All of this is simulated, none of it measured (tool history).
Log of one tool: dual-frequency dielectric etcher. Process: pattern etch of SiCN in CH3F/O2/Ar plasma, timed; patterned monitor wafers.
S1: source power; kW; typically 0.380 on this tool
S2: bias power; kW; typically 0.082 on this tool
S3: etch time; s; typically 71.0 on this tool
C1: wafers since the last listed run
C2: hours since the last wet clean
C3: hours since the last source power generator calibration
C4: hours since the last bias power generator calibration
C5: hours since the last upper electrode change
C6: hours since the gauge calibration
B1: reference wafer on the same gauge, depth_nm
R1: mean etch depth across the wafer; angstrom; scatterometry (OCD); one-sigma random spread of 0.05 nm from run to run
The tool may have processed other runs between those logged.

run   hour     S1     S2    S3   C1     C2      C3      C4      C5     C6     B1     R1
  1    0.0  0.380  0.082  71.0    0  267.4  3233.6  3982.3  1956.9  407.1  30.90  321.8
  2   26.5  0.380  0.082  71.0  311  293.9  3260.1  4008.8  1983.4  433.6  30.90  321.6
  3   44.0  0.380  0.082  71.0  205  311.4  3277.6  4026.3  2000.9  451.1  30.90  321.3
  4   74.9  0.380  0.082  71.0  362  342.3  3308.5  4057.2  2031.8  482.0  30.90  321.9
  5  104.7  0.380  0.082  71.0  349  372.1  3338.3  4087.0  2061.6  511.8  30.90  321.8
  6  117.3  0.380  0.082  71.0  147  384.7  3350.9  4099.6  2074.2  524.4  30.88  321.2
     131.5  -- gauge calibrated
  7  142.9  0.380  0.082  71.0  300  410.3  3376.5  4125.2  2099.8   11.4  30.91  321.4
     157.4  -- source power generator calibrated
     189.1  -- wet clean of the chamber
  8  249.9  0.380  0.082  71.0  927   60.8    92.5  4232.2  2206.8  118.4  30.89  323.3
  9  277.4  0.380  0.082  71.0  322   88.3   120.0  4259.7  2234.3  145.9  30.90  322.5
 10  292.6  0.380  0.072  58.0  178  103.5   135.2  4274.9  2249.5  161.1  30.89  249.9
 11  308.9  0.440  0.065  58.5  191  119.8   151.5  4291.2  2265.8  177.4  30.89  253.1
 12  365.9  0.380  0.087  71.0  669  176.8   208.5  4348.2  2322.8  234.4  30.89  331.4
 13  400.7  0.380  0.082  71.0  408  211.6   243.3  4383.0  2357.6  269.2  30.92  322.2
 14  415.7  0.290  0.096  63.0  176  226.6   258.3  4398.0  2372.6  284.2  30.90  282.5
     423.9  -- bias power generator calibrated
     514.3  -- upper electrode replaced
 15  514.8  0.310  0.098  82.5  834  325.7   357.4    90.9     0.5  383.3  30.87  387.9
 16  525.8  0.380  0.082  82.0  129  336.7   368.4   101.9    11.5  394.3  30.88  379.4
 17  557.8  0.470  0.082  71.0  375  368.7   400.4   133.9    43.5  426.3  30.89  351.3
 18  588.3  0.380  0.089  71.0  358  399.2   430.9   164.4    74.0  456.8  30.90  338.5
     616.8  -- wet clean of the chamber
 19  617.3  0.310  0.098  82.5   58    0.5   459.9   193.4   103.0  485.8  30.92  389.6
 20  628.1  0.410  0.087  58.0  126   11.3   470.7   204.2   113.8  496.6  30.90  283.2
 21  646.0  0.380  0.082  71.0  210   29.2   488.6   222.1   131.7  514.5  30.88  329.5
 22  660.5  0.440  0.072  54.0  170   43.7   503.1   236.6   146.2  529.0  30.92  248.6
 23  688.1  0.380  0.100  62.5  324   71.3   530.7   264.2   173.8  556.6  30.91  315.5
     690.1  -- gauge calibrated
 24  707.9  0.280  0.082  71.0  232   91.1   550.5   284.0   193.6   17.8  30.89  301.1
 25  746.7  0.380  0.069  71.0  455  129.9   589.3   322.8   232.4   56.6  30.90  306.3
 26  766.9  0.380  0.082  71.0  237  150.1   609.5   343.0   252.6   76.8  30.91  328.3
 27  802.3  0.380  0.066  60.5  415  185.5   644.9   378.4   288.0  112.2  30.90  255.5
 28  818.5  0.380  0.089  71.0  190  201.7   661.1   394.6   304.2  128.4  30.89  339.6
 29  852.4  0.300  0.092  87.5  397  235.6   695.0   428.5   338.1  162.3  30.87  395.0

Forecast each of these 5 alternatives for the next run:
  A  852.8  0.380  0.082  78.0   4  236.0  695.4  428.9  338.5  162.7   ?   ?
  B  852.8  0.380  0.072  52.0   4  236.0  695.4  428.9  338.5  162.7   ?   ?
  C  852.8  0.300  0.074  64.5   4  236.0  695.4  428.9  338.5  162.7   ?   ?
  D  852.8  0.450  0.095  71.0   4  236.0  695.4  428.9  338.5  162.7   ?   ?
  E  852.8  0.350  0.075  88.0   4  236.0  695.4  428.9  338.5  162.7   ?   ?

run     B1     R1
  A  30.93  359.7
  B  30.93  227.2
  C  30.93  265.6
  D  30.93  366.8
  E  30.93  381.4
Without the tool's unlogged condition, the same runs would have read:
run     R1
  A  362.8
  B  229.1
  C  267.9
  D  370.0
  E  384.6
